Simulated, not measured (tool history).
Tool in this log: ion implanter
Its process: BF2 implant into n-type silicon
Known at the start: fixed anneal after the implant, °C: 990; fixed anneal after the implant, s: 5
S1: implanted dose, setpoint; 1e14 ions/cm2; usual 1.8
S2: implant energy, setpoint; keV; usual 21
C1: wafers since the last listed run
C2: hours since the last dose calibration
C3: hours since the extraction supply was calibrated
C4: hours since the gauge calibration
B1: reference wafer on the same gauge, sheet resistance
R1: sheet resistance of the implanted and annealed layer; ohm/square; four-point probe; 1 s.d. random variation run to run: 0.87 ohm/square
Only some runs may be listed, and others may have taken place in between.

| run | hour | S1 | S2 | C1 | C2 | C3 | C4 | B1 | R1 |
|---|---|---|---|---|---|---|---|---|---|
| 1 | 0 | 1.8 | 21 | 0 | 958.7 | 5928.3 | 887.5 | 548.9 | 578.59 |
| 2 | 39 | 1.8 | 21 | 984 | 997.7 | 5967.3 | 926.5 | 548.94 | 579.47 |
| 3 | 87.1 | 1.8 | 21 | 1214 | 1045.8 | 6015.4 | 974.6 | 549.03 | 579.7 |
| 4 | 146.5 | 1.8 | 21 | 1499 | 1105.2 | 6074.8 | 1034 | 548.91 | 579.07 |
| 5 | 458.8 | 1.59 | 22.5 | 7882 | 1417.5 | 6387.1 | 1346.3 | 548.93 | 640.74 |
|  | 487.1 | extraction supply calibrated |
|  | 507.7 | gauge calibrated |
| 6 | 558.3 | 1.59 | 22.5 | 2309 | 1517 | 71.2 | 50.6 | 549.13 | 639.67 |
|  | 614.9 | Faraday cup replaced and dose calibrated |
| 7 | 660.6 | 1.8 | 21 | 2380 | 45.7 | 173.5 | 152.9 | 548.95 | 580.68 |
| 8 | 746 | 1.8 | 21 | 2155 | 131.1 | 258.9 | 238.3 | 548.97 | 582.52 |
| 9 | 821.2 | 1.8 | 21 | 1898 | 206.3 | 334.1 | 313.5 | 549.2 | 579.89 |
| 10 | 914.7 | 2.15 | 21 | 2360 | 299.8 | 427.6 | 407 | 548.95 | 496.66 |
| 11 | 1008.8 | 2.04 | 23 | 2375 | 393.9 | 521.7 | 501.1 | 549.04 | 515.62 |
| 12 | 1081.1 | 1.27 | 21 | 1824 | 466.2 | 594 | 573.4 | 549.16 | 789.98 |
| 13 | 1132.4 | 1.8 | 21 | 1294 | 517.5 | 645.3 | 624.7 | 549.01 | 581.35 |
| 14 | 1213 | 1.8 | 21 | 2034 | 598.1 | 725.9 | 705.3 | 549.1 | 580.16 |
| 15 | 1311.5 | 1.52 | 26 | 2486 | 696.6 | 824.4 | 803.8 | 548.91 | 658.04 |
| 16 | 1350.1 | 1.34 | 28 | 974 | 735.2 | 863 | 842.4 | 549.12 | 719.37 |
| 17 | 1443.6 | 2.3 | 18 | 2360 | 828.7 | 956.5 | 935.9 | 549 | 474.79 |
| 18 | 1490.9 | 1.55 | 21 | 1193 | 876 | 1003.8 | 983.2 | 549.03 | 662.78 |
| 19 | 1551.2 | 1.49 | 17.5 | 1522 | 936.3 | 1064.1 | 1043.5 | 549.09 | 702.16 |

The same runs without the tool's hidden state, with the same run-to-run variation:
Unlogged tool condition in this case: deviation of the true dose from the Faraday cup's reading, %; deviation of the true energy from its setpoint, %; gauge reads high (%).
| run | R1 |
|---|---|
| 1 | 579.54 |
| 2 | 580.54 |
| 3 | 580.93 |
| 4 | 580.49 |
| 5 | 643.64 |
| 6 | 643.07 |
| 7 | 580.68 |
| 8 | 582.54 |
| 9 | 579.95 |
| 10 | 496.77 |
| 11 | 515.82 |
| 12 | 790.43 |
| 13 | 581.76 |
| 14 | 580.71 |
| 15 | 658.84 |
| 16 | 720.32 |
| 17 | 475.62 |
| 18 | 664.15 |
| 19 | 703.87 |
